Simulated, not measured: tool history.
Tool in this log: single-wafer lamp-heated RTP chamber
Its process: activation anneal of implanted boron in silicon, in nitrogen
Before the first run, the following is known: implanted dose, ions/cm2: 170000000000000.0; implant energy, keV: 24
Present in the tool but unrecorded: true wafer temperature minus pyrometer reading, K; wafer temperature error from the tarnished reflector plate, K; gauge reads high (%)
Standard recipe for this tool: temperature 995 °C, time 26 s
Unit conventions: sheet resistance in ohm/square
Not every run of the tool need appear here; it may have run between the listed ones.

run   hour  temperature  time  wafers since the last listed run  wafers since the last pyrometer calibration  wafers since the reflector plate was cleaned  hours since the gauge calibration  read-back reference wafer on the same gauge, sheet resistance  sheet resistance
  1      0          995    26                                 0                                         4168                                          4620                               78.1                                                         460.24            460.18
  2      7          995    26                               111                                         4280                                          4731                               85.1                                                         459.94            459.53
  3     13          995    26                                95                                         4376                                          4827                               91.1                                                         459.85            459.34
  4   26.2          995    26                               210                                         4586                                          5038                              104.3                                                         459.62            460.71
  5   38.1          995    26                               189                                         4776                                          5228                              116.2                                                          459.4            458.36
  6   52.8          995    23                               234                                         5011                                          5462                              130.9                                                         459.28             458.5
  7   69.7          995    23                               269                                         5280                                          5732                              147.8                                                         458.93            460.06
  8   87.7          995    23                               287                                         5568                                          6019                              165.8                                                          458.6            458.68
  9   94.4          995    19                               106                                         5674                                          6126                              172.5                                                         458.32            458.15
 10  102.5          995    19                               129                                         5804                                          6255                              180.6                                                         458.27            458.22
     119.7  -- pyrometer window cleaned and pyrometer calibrated
 11  120.2          995    26                               154                                            7                                          6410                              198.3                                                         458.07            458.22
 12  126.2          995    26                                95                                          103                                          6506                              204.3                                                         457.85            458.93
 13  136.4          995    26                               162                                          266                                          6668                              214.5                                                         457.68             457.5
 14  146.5          974    21                               161                                          427                                          6830                              224.6                                                         457.69            467.95
 15  156.4         1011    34                               157                                          585                                          6988                              234.5                                                         457.47            454.21
     169.7  -- gauge calibrated
 16  171.5         1004    33                               240                                          826                                          7228                                1.8                                                         462.59            459.75
 17  183.2          982    41                               186                                         1013                                          7415                               13.5                                                          462.3            464.47
 18  199.2          995    26                               255                                         1268                                          7670                               29.5                                                         461.88            461.45
 19  213.1          995    19                               221                                         1490                                          7892                               43.4                                                         461.94            463.17
 20  219.9          995    26                               108                                         1598                                          8001                               50.2                                                         461.67            461.01
     228.1  -- reflector plate cleaned
 21  228.6         1023    26                                11                                         1609                                             7                               58.9                                                         461.38             459.1
 22  243.8          995    26                               242                                         1852                                           249                               74.1                                                         461.13            462.14
 23  250.1          976    18                               100                                         1952                                           350                               80.4                                                         460.86            471.33
 24  265.9          968    33                               252                                         2205                                           602                               96.2                                                         460.78            473.16
 25  277.7         1003    33                               188                                         2393                                           790                                108                                                         460.51            457.23
 26  286.1         1019    36                               134                                         2527                                           924                              116.4                                                          460.4            455.43

3 ways to go on from here, each from the tool as it stands after run 26. What would each give?
  A  286.5          985    26                                 6                                         2533                                           931                              116.8                                                              ?                 ?
  B  286.5          979    26                                 6                                         2533                                           931                              116.8                                                              ?                 ?
  C  286.5          986    30                                 6                                         2533                                           931                              116.8                                                              ?                 ?

run  read-back reference wafer on the same gauge, sheet resistance  sheet resistance
  A                                                         460.32            463.18
  B                                                         460.32            466.11
  C                                                         460.32            462.14
Without the tool's unlogged condition, the same runs would have read:
run  sheet resistance
  A            464.76
  B            467.71
  C            463.72

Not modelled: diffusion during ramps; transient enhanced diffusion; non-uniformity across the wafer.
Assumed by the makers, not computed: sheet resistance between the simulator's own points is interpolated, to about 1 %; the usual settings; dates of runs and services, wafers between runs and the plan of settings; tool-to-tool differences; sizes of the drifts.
